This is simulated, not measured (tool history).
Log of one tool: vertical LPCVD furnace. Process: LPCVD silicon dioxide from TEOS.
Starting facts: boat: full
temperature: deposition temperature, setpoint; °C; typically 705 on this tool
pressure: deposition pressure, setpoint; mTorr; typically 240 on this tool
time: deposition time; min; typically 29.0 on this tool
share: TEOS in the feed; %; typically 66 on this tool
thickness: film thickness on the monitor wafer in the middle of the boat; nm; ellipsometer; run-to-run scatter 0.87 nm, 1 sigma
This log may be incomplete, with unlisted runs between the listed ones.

run     day  temperature  pressure  time  share  wafers since the last listed run  hours since the last temperature calibration  hours since the pressure gauge was zeroed  hours since the TEOS flow controller was replaced  hours since the gauge calibration  read-back reference wafer on the same gauge, thickness  thickness
  1   0.000          705       240  37.5     66                                 0                                        1637.5                                     2266.4                                             5005.7                             1577.2                                                  215.98     259.86
  2   4.192          705       240  37.5     66                              1146                                        1738.1                                     2367.0                                             5106.3                             1677.8                                                  216.27     262.36
  3   7.283          705       240  37.5     66                               845                                        1812.3                                     2441.2                                             5180.5                             1752.0                                                  215.91     262.41
  4  11.038          705       240  29.0     66                              1026                                        1902.4                                     2531.3                                             5270.6                             1842.1                                                  215.87     201.98
  5  13.004          705       240  29.0     66                               537                                        1949.6                                     2578.5                                             5317.8                             1889.3                                                  215.85     204.15
  6  15.346          705       240  29.0     66                               640                                        2005.8                                     2634.7                                             5374.0                             1945.5                                                  216.13     203.81
  7  18.358          705       225  29.0     66                               823                                        2078.1                                     2707.0                                             5446.3                             2017.8                                                  216.18     198.11
  8  20.621          705       205  29.0     66                               618                                        2132.4                                     2761.3                                             5500.6                             2072.1                                                  215.95     188.02
  9  23.854          705       240  29.0     66                               884                                        2210.0                                     2838.9                                             5578.2                             2149.7                                                  215.83     205.59
     26.296  -- TEOS flow controller replaced
 10  27.442          705       240  29.0     66                               707                                        2296.1                                     2925.0                                               27.5                             2235.8                                                  216.05     205.72
 11  29.367          705       240  29.0     66                               526                                        2342.3                                     2971.2                                               73.7                             2282.0                                                  216.29     204.32
 12  32.150          705       240  29.0     66                               761                                        2409.1                                     3038.0                                              140.5                             2348.8                                                  216.09     207.86
 13  34.008          705       240  29.0     66                               508                                        2453.7                                     3082.6                                              185.1                             2393.4                                                  216.31     204.79
     35.433  -- gauge calibrated
 14  35.975          705       240  37.5     66                               537                                        2500.9                                     3129.8                                              232.3                               13.0                                                  216.01     264.76
 15  38.754          705       240  37.0     66                               760                                        2567.6                                     3196.5                                              299.0                               79.7                                                  216.24     262.35
 16  41.704          693       275  39.5     62                               806                                        2638.4                                     3267.3                                              369.8                              150.5                                                  215.89     222.55
 17  45.396          699       180  39.5     66                              1009                                        2727.0                                     3355.9                                              458.4                              239.1                                                  216.01     214.45
     49.079  -- thermocouples replaced and temperature profile calibrated
 18  49.883          705       260  35.0     66                               953                                          19.3                                     3463.6                                              566.1                              346.8                                                  215.37     242.70
 19  57.321          714       195  39.0     66                              2033                                         197.8                                     3642.1                                              744.6                              525.3                                                  215.68     288.56
     59.229  -- pressure gauge zeroed
 20  60.612          716       240  34.0     76                               626                                         276.8                                       33.2                                              823.6                              604.3                                                  216.63     314.55
 21  64.892          697       270  18.0     58                              1170                                         379.5                                      135.9                                              926.3                              707.0                                                  215.71     100.43
 22  68.942          705       240  29.0     66                              1107                                         476.7                                      233.1                                             1023.5                              804.2                                                  216.00     195.72
 23  73.292          705       240  33.5     66                              1189                                         581.1                                      337.5                                             1127.9                              908.6                                                  215.69     226.87
 24  75.062          698       265  25.5     57                               484                                         623.6                                      380.0                                             1170.4                              951.1                                                  215.82     142.84
 25  76.925          705       280  29.0     66                               509                                         668.3                                      424.7                                             1215.1                              995.8                                                  216.52     213.57
 26  80.246          705       225  29.0     66                               908                                         748.0                                      504.4                                             1294.8                             1075.5                                                  215.93     189.97

3 options for the next run, each taken on its own from the tool as it stands now. Forecast them:
  A  80.396          705       240  29.0     66                                41                                         751.6                                      508.0                                             1298.4                             1079.1                                                       ?          ?
  B  80.396          705       240  36.0     66                                41                                         751.6                                      508.0                                             1298.4                             1079.1                                                       ?          ?
  C  80.396          701       200  29.0     66                                41                                         751.6                                      508.0                                             1298.4                             1079.1                                                       ?          ?

run  read-back reference wafer on the same gauge, thickness  thickness
  A                                                  215.94     197.33
  B                                                  215.94     244.96
  C                                                  215.94     164.26
Without the tool's hidden state the same runs would have given:
run  thickness
  A     192.97
  B     239.56
  C     160.60

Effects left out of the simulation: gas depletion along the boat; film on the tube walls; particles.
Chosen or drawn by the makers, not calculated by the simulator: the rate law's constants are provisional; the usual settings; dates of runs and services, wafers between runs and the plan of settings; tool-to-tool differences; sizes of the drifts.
